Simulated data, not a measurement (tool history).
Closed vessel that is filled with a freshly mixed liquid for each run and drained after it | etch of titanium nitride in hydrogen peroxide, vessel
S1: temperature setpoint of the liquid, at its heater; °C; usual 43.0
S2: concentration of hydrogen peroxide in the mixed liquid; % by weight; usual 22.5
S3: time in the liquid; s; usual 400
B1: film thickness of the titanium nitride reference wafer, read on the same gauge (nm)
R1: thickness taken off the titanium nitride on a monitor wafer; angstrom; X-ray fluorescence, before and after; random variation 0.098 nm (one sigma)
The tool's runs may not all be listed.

run	day	S1	S2	S3	B1	R1
1	0.000	43.0	20.5	400	129.99	154.6
# day 1.771: new drum of peroxide connected
2	2.979	43.0	20.5	400	129.97	151.7
3	10.562	43.0	20.5	400	129.99	151.2
4	11.654	40.5	22.5	400	130.00	126.3
5	13.988	40.5	22.5	400	130.02	129.0
6	16.629	40.5	22.5	400	130.00	124.9
# day 18.604: new drum of peroxide connected
# day 19.054: thermometer replaced
7	19.567	40.5	22.5	495	130.04	160.6
8	22.929	43.0	22.5	485	129.99	189.9
9	24.438	43.0	22.5	485	130.01	189.6
10	26.842	43.0	22.5	400	130.01	156.4
11	29.104	43.0	22.5	400	130.04	158.3
# day 29.421: peroxide flow meter replaced
12	30.192	43.0	22.5	400	129.96	154.8
13	32.879	43.0	24.0	400	130.01	158.2
# day 35.796: new drum of peroxide connected
# day 38.104: gauge calibrated
14	40.533	43.0	22.5	400	130.01	154.8
15	42.979	39.5	27.5	625	130.03	193.4
16	49.246	43.0	26.0	400	130.07	158.4
17	51.904	43.0	22.5	400	130.04	154.5
# day 52.879: new drum of peroxide connected
18	53.300	40.5	22.5	400	130.04	125.4
19	56.279	43.0	20.0	400	129.98	146.9
# day 57.538: thermometer replaced
20	58.467	37.5	22.5	400	129.95	104.1
21	60.333	43.0	22.5	400	130.00	157.6
22	61.858	43.0	22.5	555	129.97	216.6
23	63.658	43.0	27.0	400	130.03	162.7
24	65.608	48.0	26.0	495	130.01	288.3
25	68.533	43.0	22.5	270	129.99	104.2
26	71.192	34.0	24.5	400	129.97	78.8
27	72.446	51.0	22.5	400	129.95	277.7

4 ways to go on from here, each from the tool as it stands after run 27. What would each give?
A	72.479	43.0	22.5	400	?	?
B	72.479	46.0	17.0	595	?	?
C	72.479	48.5	29.0	175	?	?
D	72.479	51.5	16.5	195	?	?

run	B1	R1
A	129.98	155.7
B	129.98	273.0
C	129.98	108.3
D	129.98	132.8
Without the tool's hidden state the same runs would have given:
run	R1
A	158.3
B	277.5
C	110.1
D	134.9
